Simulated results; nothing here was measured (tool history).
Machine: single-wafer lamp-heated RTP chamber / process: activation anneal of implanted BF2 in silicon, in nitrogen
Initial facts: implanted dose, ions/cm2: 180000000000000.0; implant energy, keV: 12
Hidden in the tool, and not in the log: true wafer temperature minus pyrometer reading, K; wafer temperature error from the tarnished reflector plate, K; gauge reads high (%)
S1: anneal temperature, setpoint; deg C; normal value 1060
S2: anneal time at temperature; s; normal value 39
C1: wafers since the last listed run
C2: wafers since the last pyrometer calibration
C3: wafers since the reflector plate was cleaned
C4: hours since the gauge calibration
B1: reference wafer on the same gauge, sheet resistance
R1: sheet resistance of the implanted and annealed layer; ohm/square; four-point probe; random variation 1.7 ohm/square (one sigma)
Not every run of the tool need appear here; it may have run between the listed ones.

run    hour    S1  S2    C1    C2    C3      C4      B1      R1
  1       0  1060  39     0  3587  1633   198.2  510.95  602.16
  2   221.1  1060  39  2089  5677  3723   419.3  510.98  605.71
      250.3  -- pyrometer window cleaned and pyrometer calibrated
  3   274.1  1037  28   425   225  4149   472.3  510.97  631.66
  4   319.7  1060  39   431   656  4580   517.9  510.44  612.34
      345.5  -- reflector plate cleaned
  5   377.6  1060  39   471  1127   303   575.8  510.75  607.36
  6   467.7  1060  39   851  1979  1155   665.9  511.56  610.21
  7   575.5  1060  39  1019  2998  2174   773.7  511.11  604.36
  8   699.1  1060  39  1168  4166  3342   897.3  511.08  605.42
      785.2  -- pyrometer window cleaned and pyrometer calibrated
  9   793.7  1060  39   818    80  4161   991.9  510.58  611.23
      860.3  -- reflector plate cleaned
 10   882.9  1060  39   767   848   213  1081.1  510.69   609.2
 11   936.5  1045  39   506  1355   720  1134.7  511.03  617.13
 12     982  1045  39   430  1785  1150  1180.2  510.52  615.77
 13  1058.8  1067  44   725  2511  1876    1257  510.92  595.05
 14  1163.3  1067  44   987  3498  2864  1361.5  510.65  598.12
     1220.1  -- gauge calibrated
 15  1235.7  1060  39   684  4183  3548    15.6  510.78  607.34
     1312.2  -- pyrometer window cleaned and pyrometer calibrated
 16  1321.4  1041  56   734    86  4283   101.3  510.11  613.72
 17  1376.9  1082  59   524   611  4807   156.8  511.15  580.97
     1394.7  -- reflector plate cleaned
 18  1477.3  1060  39   873  1484   781   257.2  511.25   606.5
 19  1515.9  1060  24   364  1849  1145   295.8  510.66  619.13
 20  1557.8  1041  56   396  2245  1542   337.7  510.79  604.13
 21  1633.4  1045  39   714  2960  2256   413.3  511.29  612.64
 22    1731  1060  39   922  3882  3179   510.9  511.44  603.47
 23    1832  1078  54   954  4837  4133   611.9  511.08  578.88
     1876.7  -- pyrometer window cleaned and pyrometer calibrated
     1904.4  -- reflector plate cleaned
 24  1911.1  1067  44   596   249    63     691  511.72  602.26
 25  2003.9  1075  61   877  1127   940   783.8  510.61  583.16
 26  2087.5  1090  29   790  1917  1730   867.4  510.55  597.87
 27  2183.1  1030  21   903  2820  2634     963  511.17  637.39
 28  2274.1  1084  16   860  3681  3494    1054  511.44  621.28
 29  2330.6  1048  58   534  4215  4028  1110.5  510.79  597.61

The next listed run, before its measurement:
 30  2374  1035  27  410  4625  4439  1153.9   ?   ?

{"run 30": {"B1": 511.29, "R1": 630.74}}
The same run, on a tool lacking any hidden state, would have yielded R1 634.86 ohm/square.
